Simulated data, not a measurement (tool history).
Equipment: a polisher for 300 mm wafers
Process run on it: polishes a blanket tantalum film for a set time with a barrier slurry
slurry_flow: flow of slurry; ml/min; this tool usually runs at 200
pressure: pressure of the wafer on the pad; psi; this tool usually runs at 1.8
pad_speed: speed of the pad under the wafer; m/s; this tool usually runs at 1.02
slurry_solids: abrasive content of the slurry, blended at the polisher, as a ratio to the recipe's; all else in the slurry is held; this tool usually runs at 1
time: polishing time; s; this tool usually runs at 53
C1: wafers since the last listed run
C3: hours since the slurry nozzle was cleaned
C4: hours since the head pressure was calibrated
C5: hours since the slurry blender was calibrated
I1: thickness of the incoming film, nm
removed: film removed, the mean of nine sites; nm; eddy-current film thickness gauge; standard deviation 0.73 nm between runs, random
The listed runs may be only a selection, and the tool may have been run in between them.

run 1 day=0 | slurry_flow=200 pressure=1.8 pad_speed=0.9 slurry_solids=1 time=53 | C1=0 wafers_polished_on_this_pad=2192 C3=289.9 C4=82.3 C5=96.9 | I1=334.7 | removed=55.6
-- day=0.362 worn pad replaced by a new one
run 2 day=1.65 | slurry_flow=200 pressure=1.8 pad_speed=0.9 slurry_solids=1 time=53 | C1=323 wafers_polished_on_this_pad=281 C3=329.5 C4=121.9 C5=136.5 | I1=327.9 | removed=57
run 3 day=2.6 | slurry_flow=200 pressure=1.8 pad_speed=0.9 slurry_solids=1 time=53 | C1=207 wafers_polished_on_this_pad=488 C3=352.3 C4=144.7 C5=159.3 | I1=334 | removed=57.8
-- day=3.642 slurry nozzle cleaned
run 4 day=3.733 | slurry_flow=200 pressure=1.8 pad_speed=1.02 slurry_solids=1 time=53 | C1=238 wafers_polished_on_this_pad=726 C3=2.2 C4=171.9 C5=186.5 | I1=334 | removed=64.9
run 5 day=4.988 | slurry_flow=270 pressure=1.8 pad_speed=1.2 slurry_solids=1 time=60 | C1=273 wafers_polished_on_this_pad=999 C3=32.3 C4=202 C5=216.6 | I1=327.3 | removed=87.8
run 6 day=6.296 | slurry_flow=200 pressure=1.8 pad_speed=1.02 slurry_solids=0.8 time=53 | C1=285 wafers_polished_on_this_pad=1285 C3=63.7 C4=233.4 C5=248 | I1=327.6 | removed=59
run 7 day=7.317 | slurry_flow=200 pressure=1.8 pad_speed=0.82 slurry_solids=1 time=53 | C1=222 wafers_polished_on_this_pad=1507 C3=88.2 C4=257.9 C5=272.5 | I1=325 | removed=50.8
run 8 day=8.183 | slurry_flow=150 pressure=1.8 pad_speed=0.7 slurry_solids=1 time=53 | C1=189 wafers_polished_on_this_pad=1696 C3=109 C4=278.7 C5=293.3 | I1=328.7 | removed=41.9
run 9 day=9.217 | slurry_flow=225 pressure=1.8 pad_speed=1.34 slurry_solids=1 time=37 | C1=225 wafers_polished_on_this_pad=1922 C3=133.8 C4=303.5 C5=318.1 | I1=334.8 | removed=58.3
run 10 day=9.917 | slurry_flow=200 pressure=1.8 pad_speed=1.02 slurry_solids=1 time=53 | C1=152 wafers_polished_on_this_pad=2074 C3=150.6 C4=320.3 C5=334.9 | I1=329.4 | removed=62.8
-- day=10.775 slurry blender recalibrated
run 11 day=11.392 | slurry_flow=230 pressure=1.8 pad_speed=1.26 slurry_solids=1 time=66 | C1=303 wafers_polished_on_this_pad=2378 C3=186 C4=355.7 C5=14.8 | I1=328.9 | removed=98
-- day=12.45 worn pad replaced by a new one
run 12 day=12.667 | slurry_flow=200 pressure=2 pad_speed=0.74 slurry_solids=0.7 time=36 | C1=241 wafers_polished_on_this_pad=47 C3=216.6 C4=386.3 C5=45.4 | I1=333.6 | removed=32.6
run 13 day=13.379 | slurry_flow=200 pressure=1.8 pad_speed=1.02 slurry_solids=1 time=53 | C1=155 wafers_polished_on_this_pad=202 C3=233.7 C4=403.4 C5=62.5 | I1=335.7 | removed=66.2
run 14 day=15.125 | slurry_flow=200 pressure=1.8 pad_speed=1.36 slurry_solids=1 time=53 | C1=380 wafers_polished_on_this_pad=583 C3=275.6 C4=445.3 C5=104.4 | I1=331.8 | removed=87.3
run 15 day=16.288 | slurry_flow=200 pressure=1.8 pad_speed=0.8 slurry_solids=1 time=53 | C1=253 wafers_polished_on_this_pad=836 C3=303.5 C4=473.2 C5=132.3 | I1=328.1 | removed=50.2
-- day=16.929 slurry nozzle cleaned
run 16 day=17.638 | slurry_flow=200 pressure=1.8 pad_speed=1.02 slurry_solids=1 time=53 | C1=285 wafers_polished_on_this_pad=1122 C3=17 C4=505.6 C5=164.7 | I1=333.7 | removed=64.2
run 17 day=18.275 | slurry_flow=200 pressure=1.6 pad_speed=1.02 slurry_solids=1 time=53 | C1=139 wafers_polished_on_this_pad=1261 C3=32.3 C4=520.9 C5=180 | I1=328.9 | removed=56.2
run 18 day=19.358 | slurry_flow=200 pressure=1.8 pad_speed=1.36 slurry_solids=1 time=53 | C1=236 wafers_polished_on_this_pad=1497 C3=58.3 C4=546.9 C5=206 | I1=331.7 | removed=83.6
run 19 day=20.258 | slurry_flow=200 pressure=2.1 pad_speed=1.28 slurry_solids=1 time=53 | C1=196 wafers_polished_on_this_pad=1693 C3=79.9 C4=568.5 C5=227.6 | I1=334.6 | removed=92.4
run 20 day=21.754 | slurry_flow=250 pressure=1.3 pad_speed=1.02 slurry_solids=0.85 time=53 | C1=326 wafers_polished_on_this_pad=2020 C3=115.8 C4=604.4 C5=263.5 | I1=330.7 | removed=45.1
-- day=22.704 worn pad replaced by a new one
run 21 day=22.821 | slurry_flow=200 pressure=1.8 pad_speed=0.88 slurry_solids=1.2 time=35 | C1=196 wafers_polished_on_this_pad=25 C3=141.4 C4=630 C5=289.1 | I1=331.4 | removed=38.2
run 22 day=24.171 | slurry_flow=230 pressure=2 pad_speed=0.86 slurry_solids=1 time=37 | C1=294 wafers_polished_on_this_pad=320 C3=173.8 C4=662.4 C5=321.5 | I1=323.6 | removed=43.6
run 23 day=25.242 | slurry_flow=200 pressure=1.8 pad_speed=0.78 slurry_solids=1 time=53 | C1=233 wafers_polished_on_this_pad=553 C3=199.5 C4=688.1 C5=347.2 | I1=331 | removed=48.9

Expected results for the next run?
-- day=25.517 slurry blender recalibrated
run 24 day=26.608 | slurry_flow=200 pressure=1.5 pad_speed=1.02 slurry_solids=1 time=66 | C1=279 wafers_polished_on_this_pad=833 C3=232.3 C4=720.9 C5=26.2 | I1=328.6 | removed=?

{"run 24": {"removed": 67.3}}
If the tool had no hidden condition, the same run with the same run-to-run variation would have returned removed 69.1 nm.
